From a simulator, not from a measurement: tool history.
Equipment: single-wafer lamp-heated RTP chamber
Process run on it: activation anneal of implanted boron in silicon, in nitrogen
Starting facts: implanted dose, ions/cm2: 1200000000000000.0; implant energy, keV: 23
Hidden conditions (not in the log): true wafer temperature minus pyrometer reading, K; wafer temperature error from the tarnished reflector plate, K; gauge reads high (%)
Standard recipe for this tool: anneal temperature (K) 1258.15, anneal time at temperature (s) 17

run,hour,anneal temperature (K),anneal time at temperature (s),wafers since the last listed run,wafers since the last pyrometer calibration,wafers since the reflector plate was cleaned,hours since the gauge calibration,"read-back reference wafer on the same gauge, sheet resistance",sheet resistance of the implanted and annealed layer (ohm/square)
1,0,1265.15,17,0,3349,12625,498.8,137.95,109.66
# hour 2.9: reflector plate cleaned
# hour 9.6: pyrometer window cleaned and pyrometer calibrated
2,71.2,1265.15,17,1366,1366,1366,570,137.96,110.49
# hour 87.1: gauge calibrated
3,106.5,1242.15,17,782,2149,2149,19.4,138.06,123.9
4,160.9,1242.15,17,1206,3355,3355,73.8,138.02,121.16
# hour 195.6: pyrometer window cleaned and pyrometer calibrated
5,231.2,1274.15,17,1381,788,4737,144.1,137.92,108.36
6,276.5,1274.15,17,1004,1793,5742,189.4,137.99,107.97
7,323.3,1274.15,17,1037,2831,6779,236.2,137.95,105.84
8,348.4,1245.15,17,556,3387,7336,261.3,137.81,120.46
# hour 369.6: pyrometer window cleaned and pyrometer calibrated
9,403.9,1280.15,17,1053,760,8389,316.8,138.23,106.74
10,429.8,1258.15,17,574,1334,8964,342.7,138.29,113.13
11,469,1234.15,8,869,2203,9833,381.9,137.69,141.49
12,514.9,1247.15,21,1017,3221,10851,427.8,137.99,115.86
# hour 541.7: pyrometer window cleaned and pyrometer calibrated
# hour 551.3: reflector plate cleaned
13,551.8,1283.15,23,463,46,11,464.7,138.21,106.31
14,596.9,1231.15,8,1000,1046,1011,509.8,138.01,148.63
15,642.1,1283.15,21,1002,2048,2013,555,137.95,104.76
16,686.8,1258.15,12,991,3040,3004,599.7,137.88,114.14
# hour 691.6: gauge calibrated
# hour 740.2: pyrometer window cleaned and pyrometer calibrated
17,745,1280.15,17,1113,106,4118,53.4,138.15,106.36
18,807.3,1242.15,17,1381,1488,5499,115.7,137.86,125.55
19,865.2,1258.15,17,1284,2772,6783,173.6,137.91,112.01

3 ways to go on from here, each from the tool as it stands after run 19. What would each give?
A,865.6,1258.15,17,8,2781,6792,174,?,?
B,865.6,1242.15,13,8,2781,6792,174,?,?
C,865.6,1273.15,22,8,2781,6792,174,?,?

run,"read-back reference wafer on the same gauge, sheet resistance",sheet resistance of the implanted and annealed layer (ohm/square)
A,137.96,112.08
B,137.96,124.45
C,137.96,106.56
With no hidden state in the tool, these same runs would have given:
run,sheet resistance of the implanted and annealed layer (ohm/square)
A,115.92
B,132.05
C,108.35

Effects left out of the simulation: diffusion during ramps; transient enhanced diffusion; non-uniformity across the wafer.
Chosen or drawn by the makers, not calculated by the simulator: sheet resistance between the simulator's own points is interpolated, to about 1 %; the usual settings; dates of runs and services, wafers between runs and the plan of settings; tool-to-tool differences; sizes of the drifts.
